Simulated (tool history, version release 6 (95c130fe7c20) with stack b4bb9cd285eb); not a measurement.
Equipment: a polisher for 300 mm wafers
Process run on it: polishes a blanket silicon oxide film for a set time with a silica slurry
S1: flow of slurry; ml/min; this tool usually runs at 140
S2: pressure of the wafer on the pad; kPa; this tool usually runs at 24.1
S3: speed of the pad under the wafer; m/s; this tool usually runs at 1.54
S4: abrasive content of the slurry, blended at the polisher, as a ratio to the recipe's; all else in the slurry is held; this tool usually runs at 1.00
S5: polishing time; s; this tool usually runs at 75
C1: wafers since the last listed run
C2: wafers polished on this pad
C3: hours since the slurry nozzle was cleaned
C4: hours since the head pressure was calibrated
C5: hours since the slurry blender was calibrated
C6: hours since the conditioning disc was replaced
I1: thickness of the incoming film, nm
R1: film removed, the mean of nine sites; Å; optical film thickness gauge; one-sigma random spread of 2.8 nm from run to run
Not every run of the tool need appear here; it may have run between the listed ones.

{"run": 1, "hour": 0.0, "S1": 140, "S2": 24.1, "S3": 1.54, "S4": 1.0, "S5": 75, "C1": 0, "C2": 761, "C3": 116.6, "C4": 626.6, "C5": 125.3, "C6": 85.3, "I1": 1134.3, "R1": 2162}
{"run": 2, "hour": 57.8, "S1": 140, "S2": 24.1, "S3": 1.54, "S4": 1.0, "S5": 75, "C1": 704, "C2": 1466, "C3": 174.4, "C4": 684.4, "C5": 183.1, "C6": 143.1, "I1": 1130.2, "R1": 2074}
{"hour": 113.5, "done": "slurry blender recalibrated"}
{"hour": 115.4, "done": "conditioning disc replaced and pad reconditioned"}
{"run": 3, "hour": 123.0, "S1": 140, "S2": 24.1, "S3": 1.54, "S4": 1.0, "S5": 75, "C1": 748, "C2": 2215, "C3": 239.6, "C4": 749.6, "C5": 9.5, "C6": 7.6, "I1": 1108.8, "R1": 2182}
{"hour": 134.9, "done": "worn pad replaced by a new one"}
{"run": 4, "hour": 172.4, "S1": 140, "S2": 24.1, "S3": 1.54, "S4": 1.0, "S5": 75, "C1": 553, "C2": 456, "C3": 289.0, "C4": 799.0, "C5": 58.9, "C6": 57.0, "I1": 1137.5, "R1": 2128}
{"run": 5, "hour": 237.4, "S1": 140, "S2": 24.1, "S3": 1.54, "S4": 1.0, "S5": 59, "C1": 792, "C2": 1249, "C3": 354.0, "C4": 864.0, "C5": 123.9, "C6": 122.0, "I1": 1115.4, "R1": 1652}
{"run": 6, "hour": 272.5, "S1": 140, "S2": 24.1, "S3": 1.54, "S4": 1.0, "S5": 59, "C1": 428, "C2": 1677, "C3": 389.1, "C4": 899.1, "C5": 159.0, "C6": 157.1, "I1": 1100.5, "R1": 1649}
{"run": 7, "hour": 308.4, "S1": 140, "S2": 24.1, "S3": 1.54, "S4": 1.0, "S5": 75, "C1": 437, "C2": 2115, "C3": 425.0, "C4": 935.0, "C5": 194.9, "C6": 193.0, "I1": 1121.0, "R1": 2019}
{"hour": 346.3, "done": "conditioning disc replaced and pad reconditioned"}
{"hour": 356.5, "done": "slurry blender recalibrated"}
{"run": 8, "hour": 362.7, "S1": 140, "S2": 24.1, "S3": 1.54, "S4": 1.0, "S5": 75, "C1": 613, "C2": 2728, "C3": 479.3, "C4": 989.3, "C5": 6.2, "C6": 16.4, "I1": 1121.7, "R1": 2146}
{"hour": 370.2, "done": "worn pad replaced by a new one"}
{"run": 9, "hour": 391.4, "S1": 140, "S2": 24.1, "S3": 1.54, "S4": 1.0, "S5": 75, "C1": 301, "C2": 258, "C3": 508.0, "C4": 1018.0, "C5": 34.9, "C6": 45.1, "I1": 1133.0, "R1": 2143}
{"run": 10, "hour": 424.5, "S1": 140, "S2": 24.1, "S3": 1.54, "S4": 1.15, "S5": 75, "C1": 403, "C2": 662, "C3": 541.1, "C4": 1051.1, "C5": 68.0, "C6": 78.2, "I1": 1139.2, "R1": 2325}
{"run": 11, "hour": 475.4, "S1": 140, "S2": 24.1, "S3": 1.54, "S4": 1.0, "S5": 75, "C1": 620, "C2": 1282, "C3": 592.0, "C4": 1102.0, "C5": 118.9, "C6": 129.1, "I1": 1105.3, "R1": 2074}
{"hour": 516.8, "done": "slurry nozzle cleaned"}
{"run": 12, "hour": 518.8, "S1": 140, "S2": 24.1, "S3": 1.54, "S4": 0.75, "S5": 75, "C1": 517, "C2": 1799, "C3": 2.0, "C4": 1145.4, "C5": 162.3, "C6": 172.5, "I1": 1137.2, "R1": 1590}
{"hour": 546.1, "done": "slurry blender recalibrated"}
{"hour": 568.1, "done": "worn pad replaced by a new one"}
{"run": 13, "hour": 574.6, "S1": 140, "S2": 24.1, "S3": 1.54, "S4": 1.0, "S5": 58, "C1": 607, "C2": 79, "C3": 57.8, "C4": 1201.2, "C5": 28.5, "C6": 228.3, "I1": 1119.9, "R1": 1527}
{"hour": 587.2, "done": "conditioning disc replaced and pad reconditioned"}
{"run": 14, "hour": 621.3, "S1": 140, "S2": 24.1, "S3": 1.54, "S4": 1.0, "S5": 75, "C1": 545, "C2": 624, "C3": 104.5, "C4": 1247.9, "C5": 75.2, "C6": 34.1, "I1": 1132.1, "R1": 2148}
{"run": 15, "hour": 645.5, "S1": 140, "S2": 24.1, "S3": 1.54, "S4": 1.0, "S5": 75, "C1": 295, "C2": 919, "C3": 128.7, "C4": 1272.1, "C5": 99.4, "C6": 58.3, "I1": 1134.7, "R1": 2166}
{"run": 16, "hour": 704.2, "S1": 160, "S2": 24.1, "S3": 1.04, "S4": 1.1, "S5": 75, "C1": 715, "C2": 1635, "C3": 187.4, "C4": 1330.8, "C5": 158.1, "C6": 117.0, "I1": 1111.3, "R1": 1823}
{"hour": 784.7, "done": "slurry blender recalibrated"}
{"hour": 798.7, "done": "worn pad replaced by a new one"}
{"hour": 832.0, "done": "conditioning disc replaced and pad reconditioned"}
{"hour": 838.3, "done": "head pressure recalibrated"}
{"run": 17, "hour": 919.6, "S1": 115, "S2": 17.2, "S3": 2.04, "S4": 1.0, "S5": 75, "C1": 2504, "C2": 1426, "C3": 402.8, "C4": 81.3, "C5": 134.9, "C6": 87.6, "I1": 1136.0, "R1": 1765}
{"run": 18, "hour": 951.2, "S1": 140, "S2": 24.1, "S3": 1.54, "S4": 1.0, "S5": 84, "C1": 385, "C2": 1811, "C3": 434.4, "C4": 112.9, "C5": 166.5, "C6": 119.2, "I1": 1111.3, "R1": 2376}
{"hour": 1009.9, "done": "worn pad replaced by a new one"}
{"run": 19, "hour": 1016.6, "S1": 155, "S2": 17.2, "S3": 1.1, "S4": 1.0, "S5": 75, "C1": 748, "C2": 82, "C3": 499.8, "C4": 178.3, "C5": 231.9, "C6": 184.6, "I1": 1114.2, "R1": 1240}
{"hour": 1027.2, "done": "slurry blender recalibrated"}
{"hour": 1068.5, "done": "conditioning disc replaced and pad reconditioned"}
{"run": 20, "hour": 1069.0, "S1": 115, "S2": 24.1, "S3": 1.54, "S4": 1.0, "S5": 75, "C1": 590, "C2": 672, "C3": 552.2, "C4": 230.7, "C5": 41.8, "C6": 0.5, "I1": 1133.3, "R1": 2071}

Alternative continuations, all from the tool just after run 20; predict every row:
{"run": "A", "hour": 1069.4, "S1": 140, "S2": 26.2, "S3": 1.54, "S4": 1.0, "S5": 75, "C1": 4, "C2": 677, "C3": 552.6, "C4": 231.1, "C5": 42.2, "C6": 0.9, "I1": 1114.0, "R1": "?"}
{"run": "B", "hour": 1069.4, "S1": 140, "S2": 20.0, "S3": 1.74, "S4": 1.0, "S5": 75, "C1": 4, "C2": 677, "C3": 552.6, "C4": 231.1, "C5": 42.2, "C6": 0.9, "I1": 1114.0, "R1": "?"}
{"run": "C", "hour": 1069.4, "S1": 140, "S2": 24.1, "S3": 1.54, "S4": 1.0, "S5": 62, "C1": 4, "C2": 677, "C3": 552.6, "C4": 231.1, "C5": 42.2, "C6": 0.9, "I1": 1114.0, "R1": "?"}

run=A R1=2397
run=B R1=1977
run=C R1=1825
With the hidden condition removed and each run's random variation left untouched, the same runs would have given:
run=A R1=2398
run=B R1=1978
run=C R1=1826
